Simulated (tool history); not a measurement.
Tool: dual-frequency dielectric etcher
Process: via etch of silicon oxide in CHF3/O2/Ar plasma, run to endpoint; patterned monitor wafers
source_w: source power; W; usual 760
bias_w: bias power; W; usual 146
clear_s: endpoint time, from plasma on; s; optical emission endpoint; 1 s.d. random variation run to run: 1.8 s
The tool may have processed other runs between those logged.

run	hour	source_w	bias_w	wafers since the last listed run	hours since the last wet clean	hours since the last source power generator calibration	hours since the last bias power generator calibration	hours since the last upper electrode change	incoming incoming film thickness, nm	clear_s
1	0.0	760	162	0	479.2	1283.1	1092.9	2657.9	648.2	338.0
# hour 84.7: wet clean of the chamber
2	85.2	760	162	330	0.5	1368.3	1178.1	2743.1	647.7	344.4
3	175.9	760	162	489	91.2	1459.0	1268.8	2833.8	649.3	342.2
4	265.0	760	146	481	180.3	1548.1	1357.9	2922.9	644.4	356.9
5	351.2	760	146	465	266.5	1634.3	1444.1	3009.1	648.4	358.7
# hour 566.3: wet clean of the chamber
6	674.8	760	146	1617	108.5	1957.9	1767.7	3332.7	648.0	362.0
7	733.3	620	146	315	167.0	2016.4	1826.2	3391.2	650.1	380.3
# hour 776.1: upper electrode replaced
8	803.5	850	156	249	237.2	2086.6	1896.4	27.4	646.6	339.4
# hour 883.6: bias power generator calibrated
9	897.8	760	146	487	331.5	2180.9	14.2	121.7	642.2	355.1
10	982.2	760	146	455	415.9	2265.3	98.6	206.1	647.4	354.5
11	1042.3	760	146	324	476.0	2325.4	158.7	266.2	645.6	354.9
# hour 1163.9: wet clean of the chamber
12	1164.4	760	146	529	0.5	2447.5	280.8	388.3	647.4	358.8
13	1221.9	900	132	310	58.0	2505.0	338.3	445.8	652.8	366.1
14	1269.8	760	162	258	105.9	2552.9	386.2	493.7	647.7	342.9
15	1374.7	760	146	566	210.8	2657.8	491.1	598.6	646.4	354.8
# hour 1440.6: source power generator calibrated
16	1470.6	920	146	496	306.7	30.0	587.0	694.5	644.5	336.6
17	1543.1	760	119	391	379.2	102.5	659.5	767.0	646.6	389.4
18	1629.2	890	180	464	465.3	188.6	745.6	853.1	649.3	309.8
19	1694.0	620	146	349	530.1	253.4	810.4	917.9	647.2	367.6
# hour 1767.9: wet clean of the chamber
20	1768.4	760	146	272	0.5	327.8	884.8	992.3	639.4	355.9
21	1846.2	760	146	420	78.3	405.6	962.6	1070.1	644.7	360.8
22	1902.6	860	122	304	134.7	462.0	1019.0	1126.5	651.4	381.3
23	1997.9	850	131	514	230.0	557.3	1114.3	1221.8	643.9	360.7
24	2060.4	760	168	337	292.5	619.8	1176.8	1284.3	647.6	335.1
25	2146.4	900	176	464	378.5	705.8	1262.8	1370.3	647.6	311.1

The tool's hidden state at each run:
source power that arrives over what is set, %: 0 across all the runs
bias power that arrives over what is set, %: 0 across all the runs
H1: etch rate over this chamber's usual, %
run	H1
1	1.75
2	-0.0527
3	0.325
4	0.695
5	1.05
6	-0.0302
7	0.213
8	0.505
9	0.897
10	1.25
11	1.5
12	0.252
13	0.491
14	0.69
15	1.13
16	1.53
17	1.83
18	2.19
19	2.45
20	-0.00759
21	0.316
22	0.551
23	0.947
24	1.21
25	1.56
